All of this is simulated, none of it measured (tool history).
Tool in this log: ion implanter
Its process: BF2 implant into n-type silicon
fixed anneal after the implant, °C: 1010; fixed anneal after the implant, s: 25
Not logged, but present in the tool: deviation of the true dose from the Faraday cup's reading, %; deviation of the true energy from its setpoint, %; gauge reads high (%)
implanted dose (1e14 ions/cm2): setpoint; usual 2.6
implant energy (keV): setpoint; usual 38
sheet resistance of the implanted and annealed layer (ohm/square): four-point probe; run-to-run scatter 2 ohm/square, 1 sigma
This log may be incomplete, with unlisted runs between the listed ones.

| run | hour | implanted dose (1e14 ions/cm2) | implant energy (keV) | wafers since the last listed run | hours since the last dose calibration | hours since the extraction supply was calibrated | hours since the gauge calibration | read-back reference wafer on the same gauge, sheet resistance | sheet resistance of the implanted and annealed layer (ohm/square) |
|---|---|---|---|---|---|---|---|---|---|
| 1 | 0 | 2.6 | 38 | 0 | 609.3 | 2110.1 | 601.7 | 445.09 | 383.59 |
| 2 | 22.3 | 2.6 | 38 | 337 | 631.6 | 2132.4 | 624 | 444.41 | 384.77 |
| 3 | 41.1 | 2.98 | 27.5 | 284 | 650.4 | 2151.2 | 642.8 | 444.49 | 355.25 |
| 4 | 66.3 | 2.98 | 27.5 | 381 | 675.6 | 2176.4 | 668 | 445.21 | 349.8 |
| 5 | 80 | 2.6 | 38 | 207 | 689.3 | 2190.1 | 681.7 | 444.15 | 385.45 |
| 6 | 107.4 | 2.6 | 38 | 415 | 716.7 | 2217.5 | 709.1 | 444.52 | 386.8 |
| 7 | 134.5 | 2.6 | 38 | 410 | 743.8 | 2244.6 | 736.2 | 444.38 | 383.55 |
| 8 | 163.2 | 2.38 | 38 | 434 | 772.5 | 2273.3 | 764.9 | 445.38 | 413.36 |
| 9 | 191.8 | 2.38 | 38 | 433 | 801.1 | 2301.9 | 793.5 | 445.11 | 414.85 |
| 10 | 207.5 | 2.38 | 38 | 237 | 816.8 | 2317.6 | 809.2 | 445.08 | 416.97 |
|  | 223.4 | gauge calibrated |
| 11 | 231.6 | 2.6 | 38 | 365 | 840.9 | 2341.7 | 8.2 | 445.2 | 384.02 |
| 12 | 261.4 | 2.6 | 38 | 451 | 870.7 | 2371.5 | 38 | 445.07 | 386.67 |
| 13 | 274.8 | 2.6 | 38 | 203 | 884.1 | 2384.9 | 51.4 | 444.72 | 387.5 |
| 14 | 305.9 | 3.04 | 32.5 | 471 | 915.2 | 2416 | 82.5 | 445.41 | 345.61 |
| 15 | 335.2 | 2.6 | 38 | 444 | 944.5 | 2445.3 | 111.8 | 444.34 | 385.24 |
| 16 | 362.2 | 2.31 | 34.5 | 409 | 971.5 | 2472.3 | 138.8 | 445.31 | 427.91 |
| 17 | 381 | 2.6 | 50 | 284 | 990.3 | 2491.1 | 157.6 | 444.49 | 371.59 |
| 18 | 398.5 | 3.37 | 38 | 265 | 1007.8 | 2508.6 | 175.1 | 446.5 | 309.82 |
| 19 | 418.6 | 2.29 | 26 | 304 | 1027.9 | 2528.7 | 195.2 | 445.11 | 442.46 |
|  | 449 | Faraday cup replaced and dose calibrated |
| 20 | 479.5 | 2.6 | 38 | 801 | 30.5 | 2589.6 | 256.1 | 443.86 | 385.12 |
|  | 489.3 | extraction supply calibrated |
| 21 | 514 | 2.6 | 34 | 401 | 65 | 24.7 | 290.6 | 444.71 | 391.92 |
| 22 | 534.7 | 2.29 | 47.5 | 313 | 85.7 | 45.4 | 311.3 | 445.31 | 414.88 |
| 23 | 582 | 2.07 | 38 | 716 | 133 | 92.7 | 358.6 | 445.53 | 463.08 |
| 24 | 618 | 2.02 | 51 | 545 | 169 | 128.7 | 394.6 | 444.9 | 461.03 |
| 25 | 634.1 | 2.31 | 47 | 244 | 185.1 | 144.8 | 410.7 | 444.53 | 414.65 |
| 26 | 647.3 | 2.6 | 38 | 200 | 198.3 | 158 | 423.9 | 444.32 | 383.77 |

Predict each of these 5 candidate next runs independently; none follows another, all start after run 26:
| A | 647.7 | 2.89 | 38 | 6 | 198.7 | 158.4 | 424.3 | ? | ? |
| B | 647.7 | 2.18 | 45.5 | 6 | 198.7 | 158.4 | 424.3 | ? | ? |
| C | 647.7 | 3.24 | 42 | 6 | 198.7 | 158.4 | 424.3 | ? | ? |
| D | 647.7 | 1.83 | 26.5 | 6 | 198.7 | 158.4 | 424.3 | ? | ? |
| E | 647.7 | 2.94 | 38 | 6 | 198.7 | 158.4 | 424.3 | ? | ? |

| run | read-back reference wafer on the same gauge, sheet resistance | sheet resistance of the implanted and annealed layer (ohm/square) |
|---|---|---|
| A | 444.83 | 353.2 |
| B | 444.83 | 437.82 |
| C | 444.83 | 317.25 |
| D | 444.83 | 535.1 |
| E | 444.83 | 348.08 |
With no hidden state in the tool, these same runs would have given:
| run | sheet resistance of the implanted and annealed layer (ohm/square) |
|---|---|
| A | 353.2 |
| B | 437.82 |
| C | 317.25 |
| D | 535.1 |
| E | 348.08 |
